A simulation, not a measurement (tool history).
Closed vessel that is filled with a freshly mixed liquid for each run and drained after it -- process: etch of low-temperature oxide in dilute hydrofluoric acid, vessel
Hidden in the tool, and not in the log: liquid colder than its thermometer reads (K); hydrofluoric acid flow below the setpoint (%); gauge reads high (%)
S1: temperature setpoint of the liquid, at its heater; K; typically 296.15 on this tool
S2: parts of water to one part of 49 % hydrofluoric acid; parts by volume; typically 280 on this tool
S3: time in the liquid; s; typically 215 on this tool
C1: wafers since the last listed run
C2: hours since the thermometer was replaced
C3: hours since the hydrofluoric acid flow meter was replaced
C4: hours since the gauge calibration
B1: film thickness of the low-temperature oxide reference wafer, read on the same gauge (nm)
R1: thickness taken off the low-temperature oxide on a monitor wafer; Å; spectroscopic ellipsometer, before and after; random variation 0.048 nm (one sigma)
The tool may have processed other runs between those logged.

run 1 day=0 | S1=296.15 S2=320 S3=245 | C1=0 C2=998.4 C3=294.6 C4=646.9 | B1=60.03 | R1=115.9
run 2 day=2.404 | S1=295.15 S2=280 S3=215 | C1=4879 C2=1056.1 C3=352.3 C4=704.6 | B1=59.98 | R1=116.4
run 3 day=5.25 | S1=295.15 S2=280 S3=215 | C1=5776 C2=1124.4 C3=420.6 C4=772.9 | B1=59.99 | R1=115.7
-- day=15.054 hydrofluoric acid flow meter replaced
run 4 day=18.258 | S1=296.15 S2=280 S3=170 | C1=26319 C2=1436.6 C3=76.9 C4=1085.1 | B1=60.01 | R1=97.7
run 5 day=20.438 | S1=296.15 S2=280 S3=170 | C1=4423 C2=1488.9 C3=129.2 C4=1137.4 | B1=60.02 | R1=97.2
run 6 day=23.033 | S1=296.15 S2=335 S3=250 | C1=5269 C2=1551.2 C3=191.5 C4=1199.7 | B1=59.99 | R1=112.8
run 7 day=26.946 | S1=296.15 S2=335 S3=250 | C1=7941 C2=1645.1 C3=285.4 C4=1293.6 | B1=59.98 | R1=111.7
run 8 day=30.738 | S1=296.15 S2=335 S3=250 | C1=7696 C2=1736.1 C3=376.4 C4=1384.6 | B1=60.02 | R1=111
run 9 day=32.762 | S1=293.15 S2=280 S3=305 | C1=4110 C2=1784.7 C3=425 C4=1433.2 | B1=60.03 | R1=151.7
run 10 day=37.208 | S1=296.15 S2=280 S3=215 | C1=9024 C2=1891.4 C3=531.7 C4=1539.9 | B1=59.97 | R1=118.6
run 11 day=39.175 | S1=296.15 S2=280 S3=215 | C1=3991 C2=1938.6 C3=578.9 C4=1587.1 | B1=59.98 | R1=118
-- day=39.733 hydrofluoric acid flow meter replaced
-- day=40.588 gauge calibrated
run 12 day=42.029 | S1=296.15 S2=280 S3=130 | C1=5708 C2=2007.1 C3=55.1 C4=34.6 | B1=60.04 | R1=73.8
run 13 day=43.912 | S1=296.15 S2=405 S3=290 | C1=3822 C2=2052.3 C3=100.3 C4=79.8 | B1=59.97 | R1=101.8
-- day=44.058 thermometer replaced
run 14 day=45.738 | S1=296.15 S2=280 S3=215 | C1=3619 C2=40.3 C3=144.1 C4=123.6 | B1=60 | R1=124.6
run 15 day=48.058 | S1=296.15 S2=280 S3=215 | C1=4710 C2=96 C3=199.8 C4=179.3 | B1=60.02 | R1=124
run 16 day=51.492 | S1=291.65 S2=370 S3=265 | C1=6968 C2=178.4 C3=282.2 C4=261.7 | B1=60.04 | R1=89.8
run 17 day=53.171 | S1=298.65 S2=150 S3=250 | C1=3408 C2=218.7 C3=322.5 C4=302 | B1=60.01 | R1=334.4
run 18 day=57.025 | S1=296.15 S2=280 S3=215 | C1=7823 C2=311.2 C3=415 C4=394.5 | B1=60.04 | R1=121.4
run 19 day=60.833 | S1=296.15 S2=280 S3=145 | C1=7730 C2=402.6 C3=506.4 C4=485.9 | B1=59.96 | R1=81
run 20 day=63.796 | S1=296.15 S2=225 S3=215 | C1=6013 C2=473.7 C3=577.5 C4=557 | B1=59.97 | R1=157.5
-- day=66.321 hydrofluoric acid flow meter replaced
run 21 day=67.271 | S1=299.15 S2=355 S3=250 | C1=6968 C2=557.1 C3=22.8 C4=640.4 | B1=59.95 | R1=119.1
run 22 day=69.258 | S1=296.15 S2=405 S3=335 | C1=4034 C2=604.8 C3=70.5 C4=688.1 | B1=60 | R1=120.1

For some of the steps in R1 from one run to the next: how much would appear even if the tool had no hidden state, given the settings, what came in and random variation, and how much remains for the hidden state plus any gauge scatter that the measured result and the result without hidden state don't share?
Run 16 -> 17: S1 291.65 -> 298.65, S2 370 -> 150, S3 265 -> 250. R1 +244.6 Å: hidden state -8.9, all else +253.5.
Run 17 -> 18: S1 298.65 -> 296.15, S2 150 -> 280, S3 250 -> 215. R1 -213 Å: hidden state +6.2, all else -219.2.
Run 20 -> 21: S1 296.15 -> 299.15, S2 225 -> 355, S3 215 -> 250, hydrofluoric acid flow meter replaced. R1 -38.4 Å: hidden state +8.5, all else -46.9.
